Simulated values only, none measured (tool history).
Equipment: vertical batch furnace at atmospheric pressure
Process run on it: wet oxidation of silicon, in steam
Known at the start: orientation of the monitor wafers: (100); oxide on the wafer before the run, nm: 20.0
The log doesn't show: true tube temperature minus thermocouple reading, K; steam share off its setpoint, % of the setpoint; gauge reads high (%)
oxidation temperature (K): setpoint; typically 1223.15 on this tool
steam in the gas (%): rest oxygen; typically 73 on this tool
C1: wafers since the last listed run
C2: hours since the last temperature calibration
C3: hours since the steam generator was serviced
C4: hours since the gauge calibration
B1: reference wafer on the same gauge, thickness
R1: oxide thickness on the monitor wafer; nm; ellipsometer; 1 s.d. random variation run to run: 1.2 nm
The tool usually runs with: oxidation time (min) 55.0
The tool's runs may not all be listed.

Run 1, hour 0.0: usual settings; C1 0; C2 4695.1; C3 1303.9; C4 130.9; B1 223.97. Result: R1 205.90 nm.
Run 2, hour 13.4: usual settings; C1 204; C2 4708.5; C3 1317.3; C4 144.3; B1 223.72. Result: R1 206.89 nm.
Run 3, hour 42.2: usual settings; C1 439; C2 4737.3; C3 1346.1; C4 173.1; B1 223.59. Result: R1 205.69 nm.
Run 4, hour 61.7: usual settings; C1 297; C2 4756.8; C3 1365.6; C4 192.6; B1 224.39. Result: R1 206.37 nm.
Run 5, hour 87.6: usual settings; C1 395; C2 4782.7; C3 1391.5; C4 218.5; B1 224.30. Result: R1 206.12 nm.
Run 6, hour 103.9: usual settings; C1 248; C2 4799.0; C3 1407.8; C4 234.8; B1 223.18. Result: R1 204.82 nm.
Run 7, hour 132.1: usual settings; C1 430; C2 4827.2; C3 1436.0; C4 263.0; B1 223.87. Result: R1 204.38 nm.
Run 8, hour 157.5: usual settings; C1 387; C2 4852.6; C3 1461.4; C4 288.4; B1 224.13. Result: R1 205.42 nm.
Run 9, hour 173.0: usual settings; C1 236; C2 4868.1; C3 1476.9; C4 303.9; B1 223.59. Result: R1 205.92 nm.
Run 10, hour 196.4: usual settings but oxidation temperature (K) 1217.15; C1 357; C2 4891.5; C3 1500.3; C4 327.3; B1 224.50. Result: R1 195.33 nm.
Run 11, hour 229.0: usual settings but oxidation temperature (K) 1217.15; C1 497; C2 4924.1; C3 1532.9; C4 359.9; B1 224.52. Result: R1 194.48 nm.
Run 12, hour 254.3: usual settings but oxidation time (min) 63.0; C1 386; C2 4949.4; C3 1558.2; C4 385.2; B1 224.17. Result: R1 225.75 nm.
Run 13, hour 281.1: usual settings but oxidation time (min) 63.0; C1 409; C2 4976.2; C3 1585.0; C4 412.0; B1 224.53. Result: R1 227.78 nm.
Run 14, hour 306.7: usual settings but oxidation time (min) 63.0; C1 390; C2 5001.8; C3 1610.6; C4 437.6; B1 223.93. Result: R1 227.15 nm.
At hour 363.4: gauge calibrated.
Run 15, hour 404.2: usual settings; C1 1488; C2 5099.3; C3 1708.1; C4 40.8; B1 224.11. Result: R1 203.46 nm.
Run 16, hour 425.5: usual settings; C1 325; C2 5120.6; C3 1729.4; C4 62.1; B1 223.87. Result: R1 202.52 nm.
Run 17, hour 461.4: usual settings; C1 547; C2 5156.5; C3 1765.3; C4 98.0; B1 224.12. Result: R1 202.72 nm.
Run 18, hour 494.3: usual settings but oxidation time (min) 68.5, steam in the gas (%) 80; C1 502; C2 5189.4; C3 1798.2; C4 130.9; B1 223.66. Result: R1 258.35 nm.
Run 19, hour 528.1: usual settings but oxidation time (min) 68.5, steam in the gas (%) 80; C1 515; C2 5223.2; C3 1832.0; C4 164.7; B1 224.80. Result: R1 259.17 nm.
At hour 562.2: thermocouples replaced and temperature profile calibrated.
Run 20, hour 562.7: usual settings; C1 161; C2 0.5; C3 1866.6; C4 199.3; B1 223.87. Result: R1 202.41 nm.
Run 21, hour 568.3: usual settings; C1 85; C2 6.1; C3 1872.2; C4 204.9; B1 223.96. Result: R1 200.79 nm.
Run 22, hour 586.0: usual settings but oxidation temperature (K) 1207.15, oxidation time (min) 44.5; C1 270; C2 23.8; C3 1889.9; C4 222.6; B1 223.49. Result: R1 146.29 nm.
Run 23, hour 609.1: usual settings; C1 352; C2 46.9; C3 1913.0; C4 245.7; B1 224.22. Result: R1 202.46 nm.
Run 24, hour 628.1: usual settings but oxidation temperature (K) 1213.15; C1 290; C2 65.9; C3 1932.0; C4 264.7; B1 224.27. Result: R1 183.68 nm.
Run 25, hour 661.7: usual settings but oxidation temperature (K) 1233.15, oxidation time (min) 74.0, steam in the gas (%) 63; C1 512; C2 99.5; C3 1965.6; C4 298.3; B1 223.69. Result: R1 249.14 nm.
At hour 707.3: steam generator serviced.
Run 26, hour 707.8: usual settings but oxidation temperature (K) 1244.15, oxidation time (min) 36.5; C1 337; C2 145.6; C3 0.5; C4 344.4; B1 223.71. Result: R1 191.02 nm.
Run 27, hour 713.4: usual settings but steam in the gas (%) 84; C1 85; C2 151.2; C3 6.1; C4 350.0; B1 223.34. Result: R1 236.81 nm.
Run 28, hour 731.8: usual settings but oxidation temperature (K) 1207.15, oxidation time (min) 33.0, steam in the gas (%) 67; C1 280; C2 169.6; C3 24.5; C4 368.4; B1 224.04. Result: R1 116.28 nm.
Run 29, hour 750.7: usual settings but steam in the gas (%) 85; C1 288; C2 188.5; C3 43.4; C4 387.3; B1 223.65. Result: R1 236.90 nm.
Run 30, hour 772.6: usual settings; C1 334; C2 210.4; C3 65.3; C4 409.2; B1 223.92. Result: R1 212.51 nm.
Run 31, hour 796.4: usual settings but oxidation temperature (K) 1243.15, oxidation time (min) 43.5, steam in the gas (%) 69; C1 363; C2 234.2; C3 89.1; C4 433.0; B1 223.54. Result: R1 205.93 nm.
Run 32, hour 811.6: usual settings but oxidation temperature (K) 1237.15, oxidation time (min) 47.0; C1 232; C2 249.4; C3 104.3; C4 448.2; B1 224.04. Result: R1 215.28 nm.
At hour 818.0: gauge calibrated.
Run 33, hour 829.4: usual settings but oxidation temperature (K) 1237.15, oxidation time (min) 71.0, steam in the gas (%) 68; C1 271; C2 267.2; C3 122.1; C4 11.4; B1 223.69. Result: R1 273.75 nm.
Run 34, hour 863.0: usual settings but oxidation temperature (K) 1233.15, oxidation time (min) 80.0, steam in the gas (%) 81; C1 512; C2 300.8; C3 155.7; C4 45.0; B1 224.08. Result: R1 327.70 nm.
Run 35, hour 893.0: usual settings but oxidation temperature (K) 1238.15, oxidation time (min) 27.5, steam in the gas (%) 79; C1 457; C2 330.8; C3 185.7; C4 75.0; B1 224.30. Result: R1 152.95 nm.
Run 36, hour 908.6: usual settings but oxidation temperature (K) 1238.15, oxidation time (min) 30.0, steam in the gas (%) 69; C1 238; C2 346.4; C3 201.3; C4 90.6; B1 224.10. Result: R1 148.59 nm.
Run 37, hour 930.9: usual settings but oxidation temperature (K) 1239.15, oxidation time (min) 80.0, steam in the gas (%) 64; C1 340; C2 368.7; C3 223.6; C4 112.9; B1 224.26. Result: R1 292.24 nm.
Run 38, hour 1023.2: usual settings but oxidation temperature (K) 1202.15, oxidation time (min) 76.5, steam in the gas (%) 69; C1 1408; C2 461.0; C3 315.9; C4 205.2; B1 224.27. Result: R1 211.94 nm.

Each row is a separate what-if for the run after 38, all from the same tool condition, not one after another. Results?
Run A, hour 1028.8: usual settings but oxidation temperature (K) 1230.15; C1 85; C2 466.6; C3 321.5; C4 210.8; B1 ?. Result: R1 ?.
Run B, hour 1028.8: usual settings but oxidation temperature (K) 1232.15, oxidation time (min) 72.0, steam in the gas (%) 79; C1 85; C2 466.6; C3 321.5; C4 210.8; B1 ?. Result: R1 ?.
Run C, hour 1028.8: usual settings but oxidation time (min) 62.5, steam in the gas (%) 68; C1 85; C2 466.6; C3 321.5; C4 210.8; B1 ?. Result: R1 ?.

run      B1      R1
  A  224.50  227.95
  B  224.50  300.52
  C  224.50  222.60
Stripped of hidden state, with their random variation kept, the same runs would have yielded:
run      R1
  A  231.36
  B  304.91
  C  225.96

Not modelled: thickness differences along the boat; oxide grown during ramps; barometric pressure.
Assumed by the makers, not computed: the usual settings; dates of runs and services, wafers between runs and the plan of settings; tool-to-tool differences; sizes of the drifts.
